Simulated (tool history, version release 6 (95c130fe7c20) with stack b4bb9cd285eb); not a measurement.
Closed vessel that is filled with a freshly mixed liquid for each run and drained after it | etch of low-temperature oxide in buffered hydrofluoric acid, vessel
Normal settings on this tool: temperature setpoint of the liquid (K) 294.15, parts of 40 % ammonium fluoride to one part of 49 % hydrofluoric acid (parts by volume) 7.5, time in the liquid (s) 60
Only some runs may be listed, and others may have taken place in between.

run	day	temperature setpoint of the liquid (K)	parts of 40 % ammonium fluoride to one part of 49 % hydrofluoric acid (parts by volume)	time in the liquid (s)	wafers since the last listed run	hours since the thermometer was replaced	hours since the hydrofluoric acid flow meter was replaced	hours since the gauge calibration	read-back film thickness of the low-temperature oxide reference wafer, read on the same gauge (nm)	thickness taken off the low-temperature oxide on a monitor wafer (angstrom)
1	0	294.15	5.5	60	0	1515.4	500.2	169.3	110.03	3190.3
2	1.112	294.15	5.5	60	3474	1542.1	526.9	196	109.99	3182.2
3	2.529	294.15	5.5	60	4424	1576.1	560.9	230	110.03	3192.9
4	3.962	294.15	7.5	60	4476	1610.5	595.3	264.4	109.99	2384.6
5	5.258	294.15	7.5	60	4047	1641.6	626.4	295.5	110.01	2337.4
6	6.754	294.15	7.5	60	4671	1677.5	662.3	331.4	110.03	2340.9
7	8.079	294.15	7.5	60	4138	1709.3	694.1	363.2	110.03	2361.3
8	12.179	294.15	7.5	60	12805	1807.7	792.5	461.6	109.97	2334.6
9	12.829	294.15	7.5	60	2030	1823.3	808.1	477.2	109.97	2322.6
10	13.329	294.15	7.5	60	1561	1835.3	820.1	489.2	110	2320.7
11	17.129	294.15	7.5	60	11868	1926.5	911.3	580.4	109.99	2288
# day 18.504: gauge calibrated
12	18.55	294.15	7.5	60	4437	1960.6	945.4	1.1	110	2328.2
# day 19.875: hydrofluoric acid flow meter replaced
13	19.917	294.15	7.5	60	4138	1993.4	1	33.9	110.02	2197.1
14	20.55	298.65	7.5	60	1978	2008.6	16.2	49.1	109.99	2817.3
15	21.117	290.15	7.5	50	1769	2022.2	29.8	62.7	110.06	1458.3
# day 21.412: thermometer replaced
16	22.362	296.15	7.5	60	3760	22.8	59.7	92.6	110	2446.3

Run 17 comes next. What will it give?
17	23.038	294.15	7.5	60	2108	39	75.9	108.8	?	?

read-back film thickness of the low-temperature oxide reference wafer, read on the same gauge (nm): 109.96
thickness taken off the low-temperature oxide on a monitor wafer (angstrom): 2182.9
Were there no unlogged condition in the tool, this run, its random variation unchanged, would have produced thickness taken off the low-temperature oxide on a monitor wafer (angstrom) 2452.7.
